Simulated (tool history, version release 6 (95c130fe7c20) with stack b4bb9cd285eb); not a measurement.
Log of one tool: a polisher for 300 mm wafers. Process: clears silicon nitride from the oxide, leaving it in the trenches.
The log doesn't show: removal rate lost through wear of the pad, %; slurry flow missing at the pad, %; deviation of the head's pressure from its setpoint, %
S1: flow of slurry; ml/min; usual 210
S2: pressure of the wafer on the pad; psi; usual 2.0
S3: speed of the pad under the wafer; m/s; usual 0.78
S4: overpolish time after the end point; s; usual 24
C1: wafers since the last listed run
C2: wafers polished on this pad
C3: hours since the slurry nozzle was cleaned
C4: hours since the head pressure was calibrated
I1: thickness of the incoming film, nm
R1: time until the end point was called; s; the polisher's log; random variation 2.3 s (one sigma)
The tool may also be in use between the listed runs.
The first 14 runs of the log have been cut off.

| run | day | S1 | S2 | S3 | S4 | C1 | C2 | C3 | C4 | I1 | R1 |
|---|---|---|---|---|---|---|---|---|---|---|---|
|  | 9.096 | head pressure recalibrated |
|  | 9.104 | worn pad replaced by a new one |
| 15 | 9.900 | 210 | 2.4 | 0.94 | 24 | 212 | 93 | 572.0 | 19.3 | 65.7 | 96.6 |
| 16 | 10.417 | 210 | 2.4 | 0.94 | 24 | 60 | 153 | 584.4 | 31.7 | 64.2 | 94.8 |
| 17 | 10.883 | 235 | 2.0 | 0.78 | 18 | 54 | 208 | 595.6 | 42.9 | 64.4 | 134.9 |
| 18 | 11.354 | 175 | 2.0 | 0.78 | 24 | 55 | 263 | 606.9 | 54.2 | 65.6 | 139.9 |
| 19 | 11.800 | 255 | 1.5 | 0.78 | 24 | 52 | 316 | 617.6 | 64.9 | 63.7 | 179.3 |
|  | 13.500 | worn pad replaced by a new one |
| 20 | 13.521 | 210 | 2.0 | 0.78 | 19 | 182 | 2 | 658.9 | 106.2 | 63.9 | 137.1 |
| 21 | 13.842 | 245 | 1.3 | 0.70 | 32 | 37 | 40 | 666.6 | 113.9 | 65.3 | 245.4 |
| 22 | 15.371 | 210 | 2.0 | 0.78 | 24 | 179 | 219 | 703.3 | 150.6 | 66.1 | 142.6 |
| 23 | 15.750 | 210 | 2.0 | 0.78 | 24 | 44 | 263 | 712.4 | 159.7 | 64.2 | 136.9 |
| 24 | 16.071 | 210 | 2.0 | 0.90 | 16 | 37 | 301 | 720.1 | 167.4 | 63.8 | 119.0 |
|  | 16.550 | slurry nozzle cleaned |
| 25 | 17.412 | 210 | 2.0 | 0.78 | 24 | 152 | 454 | 20.7 | 199.6 | 65.2 | 144.0 |
|  | 18.262 | worn pad replaced by a new one |
| 26 | 18.283 | 210 | 2.0 | 0.78 | 24 | 82 | 2 | 41.6 | 220.5 | 65.3 | 140.2 |
| 27 | 18.692 | 140 | 2.0 | 0.96 | 24 | 47 | 50 | 51.4 | 230.3 | 65.4 | 126.4 |
| 28 | 19.229 | 210 | 2.0 | 0.78 | 24 | 63 | 113 | 64.3 | 243.2 | 65.2 | 146.5 |
| 29 | 19.658 | 210 | 1.3 | 0.78 | 18 | 50 | 163 | 74.6 | 253.5 | 65.2 | 225.3 |
| 30 | 21.246 | 210 | 2.0 | 0.70 | 24 | 186 | 349 | 112.7 | 291.6 | 64.5 | 157.1 |
| 31 | 21.708 | 150 | 2.0 | 0.78 | 24 | 54 | 403 | 123.8 | 302.7 | 65.1 | 156.6 |
|  | 22.350 | worn pad replaced by a new one |
| 32 | 22.371 | 210 | 1.6 | 0.78 | 36 | 58 | 2 | 139.7 | 318.6 | 64.4 | 182.0 |
| 33 | 22.896 | 210 | 2.3 | 0.78 | 24 | 61 | 63 | 152.3 | 331.2 | 64.8 | 125.2 |

Predict each of these 3 candidate next runs independently; none follows another, all start after run 33:
| A | 22.917 | 165 | 2.0 | 0.78 | 24 | 2 | 66 | 152.8 | 331.7 | 66.1 | ? |
| B | 22.917 | 190 | 1.7 | 0.78 | 15 | 2 | 66 | 152.8 | 331.7 | 66.1 | ? |
| C | 22.917 | 140 | 2.0 | 0.94 | 24 | 2 | 66 | 152.8 | 331.7 | 66.1 | ? |

| run | R1 |
|---|---|
| A | 156.3 |
| B | 179.6 |
| C | 134.1 |
What these runs would have given with no unlogged condition in the tool:
| run | R1 |
|---|---|
| A | 142.6 |
| B | 163.8 |
| C | 122.3 |
